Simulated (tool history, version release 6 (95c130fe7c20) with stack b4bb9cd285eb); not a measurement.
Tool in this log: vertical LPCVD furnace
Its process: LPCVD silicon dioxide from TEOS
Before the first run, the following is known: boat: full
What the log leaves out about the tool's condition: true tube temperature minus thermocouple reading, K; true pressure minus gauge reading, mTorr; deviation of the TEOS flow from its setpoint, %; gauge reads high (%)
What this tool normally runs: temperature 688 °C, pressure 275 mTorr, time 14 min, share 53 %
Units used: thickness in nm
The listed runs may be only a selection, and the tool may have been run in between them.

| run | hour | temperature | pressure | time | share | wafers since the last listed run | hours since the last temperature calibration | hours since the pressure gauge was zeroed | hours since the TEOS flow controller was replaced | hours since the gauge calibration | read-back reference wafer on the same gauge, thickness | thickness |
|---|---|---|---|---|---|---|---|---|---|---|---|---|
| 1 | 0 | 688 | 275 | 14 | 57 | 0 | 4843.4 | 4264.2 | 3154 | 25.9 | 57.59 | 65.89 |
| 2 | 15.8 | 688 | 275 | 14 | 53 | 348 | 4859.2 | 4280 | 3169.8 | 41.7 | 57.61 | 63.55 |
| 3 | 22.6 | 688 | 275 | 14 | 53 | 150 | 4866 | 4286.8 | 3176.6 | 48.5 | 57.6 | 63.59 |
| 4 | 36.9 | 688 | 275 | 14 | 53 | 315 | 4880.3 | 4301.1 | 3190.9 | 62.8 | 57.6 | 63.63 |
| 5 | 53 | 688 | 275 | 14 | 53 | 355 | 4896.4 | 4317.2 | 3207 | 78.9 | 57.6 | 63.47 |
| 6 | 69.2 | 688 | 275 | 14 | 53 | 357 | 4912.6 | 4333.4 | 3223.2 | 95.1 | 57.6 | 63.47 |
|  | 94.8 | thermocouples replaced and temperature profile calibrated |
|  | 114.7 | pressure gauge zeroed |
| 7 | 115.2 | 690 | 275 | 14 | 53 | 44 | 20.4 | 0.5 | 3269.2 | 141.1 | 57.61 | 66.72 |
| 8 | 118.4 | 688 | 235 | 14 | 53 | 70 | 23.6 | 3.7 | 3272.4 | 144.3 | 57.59 | 58.8 |
|  | 146.1 | TEOS flow controller replaced |
| 9 | 146.6 | 688 | 275 | 14 | 62 | 92 | 51.8 | 31.9 | 0.5 | 172.5 | 57.6 | 68.8 |
| 10 | 149.8 | 694 | 305 | 16 | 60 | 70 | 55 | 35.1 | 3.7 | 175.7 | 57.61 | 93.91 |
| 11 | 153.9 | 688 | 315 | 16.5 | 53 | 90 | 59.1 | 39.2 | 7.8 | 179.8 | 57.59 | 80.08 |
|  | 161.2 | gauge calibrated |
| 12 | 167.6 | 688 | 275 | 14 | 62 | 302 | 72.8 | 52.9 | 21.5 | 6.4 | 57.6 | 68.62 |
| 13 | 179.7 | 688 | 275 | 14 | 53 | 267 | 84.9 | 65 | 33.6 | 18.5 | 57.6 | 63.55 |
| 14 | 189.1 | 677 | 275 | 14 | 53 | 207 | 94.3 | 74.4 | 43 | 27.9 | 57.6 | 48.89 |
| 15 | 195.1 | 688 | 275 | 16.5 | 62 | 132 | 100.3 | 80.4 | 49 | 33.9 | 57.59 | 81.05 |
| 16 | 210.3 | 681 | 210 | 19 | 46 | 335 | 115.5 | 95.6 | 64.2 | 49.1 | 57.59 | 59.39 |

Consider 5 possible next runs. They are alternatives, not a sequence: every one starts from the tool as it was left by run 16. What does each give?
| A | 213.6 | 688 | 275 | 16.5 | 53 | 72 | 118.8 | 98.9 | 67.5 | 52.4 | ? | ? |
| B | 213.6 | 688 | 275 | 10 | 53 | 72 | 118.8 | 98.9 | 67.5 | 52.4 | ? | ? |
| C | 213.6 | 688 | 300 | 12 | 53 | 72 | 118.8 | 98.9 | 67.5 | 52.4 | ? | ? |
| D | 213.6 | 695 | 315 | 18.5 | 47 | 72 | 118.8 | 98.9 | 67.5 | 52.4 | ? | ? |
| E | 213.6 | 700 | 225 | 14 | 43 | 72 | 118.8 | 98.9 | 67.5 | 52.4 | ? | ? |

| run | read-back reference wafer on the same gauge, thickness | thickness |
|---|---|---|
| A | 57.6 | 75.04 |
| B | 57.6 | 45.48 |
| C | 57.6 | 57 |
| D | 57.6 | 100.08 |
| E | 57.6 | 68.82 |
Had the tool no hidden state, the same runs would have come out as:
| run | thickness |
|---|---|
| A | 75.04 |
| B | 45.48 |
| C | 57 |
| D | 100.08 |
| E | 68.82 |
